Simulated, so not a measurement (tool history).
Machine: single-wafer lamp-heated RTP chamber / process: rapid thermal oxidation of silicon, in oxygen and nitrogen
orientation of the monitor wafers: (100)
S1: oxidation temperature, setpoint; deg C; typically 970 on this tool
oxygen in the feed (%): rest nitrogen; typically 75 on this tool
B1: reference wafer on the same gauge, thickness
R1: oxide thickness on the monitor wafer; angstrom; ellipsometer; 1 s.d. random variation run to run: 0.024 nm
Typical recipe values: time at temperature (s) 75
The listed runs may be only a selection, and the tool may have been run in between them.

{"run": 1, "hour": 0.0, "S1": 970, "time at temperature (s)": 75, "oxygen in the feed (%)": 75, "B1": 4.631, "R1": 45.99}
{"run": 2, "hour": 10.1, "S1": 970, "time at temperature (s)": 75, "oxygen in the feed (%)": 75, "B1": 4.63, "R1": 45.9}
{"run": 3, "hour": 27.0, "S1": 970, "time at temperature (s)": 75, "oxygen in the feed (%)": 75, "B1": 4.635, "R1": 46.27}
{"run": 4, "hour": 35.6, "S1": 970, "time at temperature (s)": 75, "oxygen in the feed (%)": 75, "B1": 4.63, "R1": 46.32}
{"run": 5, "hour": 43.3, "S1": 970, "time at temperature (s)": 75, "oxygen in the feed (%)": 52, "B1": 4.63, "R1": 40.96}
{"run": 6, "hour": 50.1, "S1": 970, "time at temperature (s)": 75, "oxygen in the feed (%)": 52, "B1": 4.626, "R1": 40.78}
{"run": 7, "hour": 64.0, "S1": 970, "time at temperature (s)": 75, "oxygen in the feed (%)": 52, "B1": 4.632, "R1": 40.82}
{"run": 8, "hour": 81.6, "S1": 982, "time at temperature (s)": 93, "oxygen in the feed (%)": 75, "B1": 4.63, "R1": 56.23}
{"run": 9, "hour": 92.3, "S1": 970, "time at temperature (s)": 75, "oxygen in the feed (%)": 93, "B1": 4.629, "R1": 50.26}
{"run": 10, "hour": 106.7, "S1": 970, "time at temperature (s)": 75, "oxygen in the feed (%)": 75, "B1": 4.629, "R1": 46.77}
{"run": 11, "hour": 115.9, "S1": 970, "time at temperature (s)": 75, "oxygen in the feed (%)": 75, "B1": 4.627, "R1": 46.37}
{"run": 12, "hour": 122.5, "S1": 970, "time at temperature (s)": 75, "oxygen in the feed (%)": 75, "B1": 4.633, "R1": 46.38}
{"run": 13, "hour": 134.1, "S1": 970, "time at temperature (s)": 75, "oxygen in the feed (%)": 75, "B1": 4.627, "R1": 46.89}
{"run": 14, "hour": 149.2, "S1": 970, "time at temperature (s)": 57, "oxygen in the feed (%)": 52, "B1": 4.632, "R1": 37.55}
{"run": 15, "hour": 165.6, "S1": 970, "time at temperature (s)": 75, "oxygen in the feed (%)": 75, "B1": 4.631, "R1": 47.09}
{"run": 16, "hour": 183.0, "S1": 970, "time at temperature (s)": 84, "oxygen in the feed (%)": 75, "B1": 4.63, "R1": 49.72}
{"run": 17, "hour": 194.7, "S1": 999, "time at temperature (s)": 53, "oxygen in the feed (%)": 89, "B1": 4.632, "R1": 53.49}
{"run": 18, "hour": 211.5, "S1": 970, "time at temperature (s)": 90, "oxygen in the feed (%)": 75, "B1": 4.63, "R1": 51.79}
{"run": 19, "hour": 220.2, "S1": 970, "time at temperature (s)": 75, "oxygen in the feed (%)": 93, "B1": 4.631, "R1": 51.2}
{"run": 20, "hour": 231.7, "S1": 960, "time at temperature (s)": 94, "oxygen in the feed (%)": 63, "B1": 4.634, "R1": 46.18}
{"run": 21, "hour": 241.7, "S1": 951, "time at temperature (s)": 75, "oxygen in the feed (%)": 75, "B1": 4.633, "R1": 41.94}
{"run": 22, "hour": 258.7, "S1": 986, "time at temperature (s)": 85, "oxygen in the feed (%)": 75, "B1": 4.628, "R1": 55.56}
{"run": 23, "hour": 263.3, "S1": 970, "time at temperature (s)": 88, "oxygen in the feed (%)": 75, "B1": 4.631, "R1": 49.82}
{"run": 24, "hour": 276.1, "S1": 970, "time at temperature (s)": 75, "oxygen in the feed (%)": 75, "B1": 4.63, "R1": 46.09}
{"run": 25, "hour": 288.3, "S1": 970, "time at temperature (s)": 93, "oxygen in the feed (%)": 75, "B1": 4.627, "R1": 50.7}
{"run": 26, "hour": 306.1, "S1": 970, "time at temperature (s)": 75, "oxygen in the feed (%)": 75, "B1": 4.63, "R1": 46.26}
{"run": 27, "hour": 319.6, "S1": 948, "time at temperature (s)": 43, "oxygen in the feed (%)": 98, "B1": 4.628, "R1": 34.6}
{"run": 28, "hour": 337.2, "S1": 948, "time at temperature (s)": 75, "oxygen in the feed (%)": 89, "B1": 4.628, "R1": 42.07}
{"run": 29, "hour": 343.3, "S1": 989, "time at temperature (s)": 48, "oxygen in the feed (%)": 75, "B1": 4.632, "R1": 44.03}

Put back what was entered between runs (3 entries, withheld): which listed runs does each sit between, and how does the hidden state differ from the listed run before to the listed run after?
From run 13 to run 14: gauge calibrated (hour 134.6)
  true wafer temperature minus pyrometer reading, K: 2 -> 2.41
  measured value less the no-hidden-state value, R1: +0.68 -> +0.58 angstrom
From run 17 to run 18: oxygen flow controller replaced (hour 205.9)
  true wafer temperature minus pyrometer reading, K: 3.88 -> 4.52
  measured value less the no-hidden-state value, R1: +1.48 -> +1.71 angstrom
From run 21 to run 22: pyrometer window cleaned and pyrometer calibrated (hour 258.2)
  true wafer temperature minus pyrometer reading, K: 5.8 -> 0.981
  measured value less the no-hidden-state value, R1: +1.68 -> +0.4 angstrom

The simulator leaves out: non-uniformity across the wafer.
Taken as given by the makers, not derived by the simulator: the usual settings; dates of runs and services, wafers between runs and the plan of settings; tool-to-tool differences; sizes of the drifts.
